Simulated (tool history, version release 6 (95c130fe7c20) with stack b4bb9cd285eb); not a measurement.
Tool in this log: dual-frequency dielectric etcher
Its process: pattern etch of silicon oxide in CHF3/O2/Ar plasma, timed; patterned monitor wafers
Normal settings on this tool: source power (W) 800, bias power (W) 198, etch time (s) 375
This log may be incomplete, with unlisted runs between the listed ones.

run,day,source power (W),bias power (W),etch time (s),wafers since the last listed run,hours since the last wet clean,hours since the last source power generator calibration,hours since the last bias power generator calibration,hours since the last upper electrode change,hours since the gauge calibration,"read-back reference wafer on the same gauge, depth_nm",mean etch depth across the wafer (angstrom)
1,0,800,198,375,0,538.6,3075.3,4929.3,5185.5,1231.7,1019.8,11310
2,1.2,800,198,375,160,567.4,3104.1,4958.1,5214.3,1260.5,1019.6,11365
3,2.392,800,198,375,159,596,3132.7,4986.7,5242.9,1289.1,1021.7,11306
# day 3.554: wet clean of the chamber
4,3.708,800,198,375,42,3.7,3164.3,5018.3,5274.5,1320.7,1023.4,11275
5,4.646,800,198,375,125,26.2,3186.8,5040.8,5297,1343.2,1022,11420
6,5.917,800,198,375,169,56.7,3217.3,5071.3,5327.5,1373.7,1025.4,11353
7,6.608,800,156,375,92,73.3,3233.9,5087.9,5344.1,1390.3,1025.1,10256
8,7.65,800,198,375,139,98.3,3258.9,5112.9,5369.1,1415.3,1025.4,11379
9,8.308,800,198,472.5,87,114.1,3274.7,5128.7,5384.9,1431.1,1026.5,14385
# day 8.512: gauge calibrated
# day 9.817: source power generator calibrated
# day 9.942: bias power generator calibrated
# day 9.967: upper electrode replaced
10,10.808,650,198,313,291,174.1,23.8,20.8,20.2,55.1,973.1,8496
11,13.496,920,198,333,359,238.6,88.3,85.3,84.7,119.6,977,10007
12,14,800,198,375,67,250.7,100.4,97.4,96.8,131.7,976.5,10847
13,17.367,800,198,375,449,331.5,181.2,178.2,177.6,212.5,978.5,10849
14,18.717,800,198,375,180,363.9,213.6,210.6,210,244.9,981.9,10896
15,20.033,960,248,375,175,395.5,245.2,242.2,241.6,276.5,983.3,12531
16,20.817,800,198,375,104,414.3,264,261,260.4,295.3,983,10967
17,21.321,750,198,375,67,426.4,276.1,273.1,272.5,307.4,983.5,10623

Run 18, settings as shown, results not yet in. Your forecast:
18,22.288,860,244,346,129,449.6,299.3,296.3,295.7,330.6,?,?

{"run 18": {"read-back reference wafer on the same gauge, depth_nm": 984.8, "mean etch depth across the wafer (angstrom)": 11184}}
If the tool had no hidden condition, the same run with the same run-to-run variation would have returned mean etch depth across the wafer (angstrom) 11021.
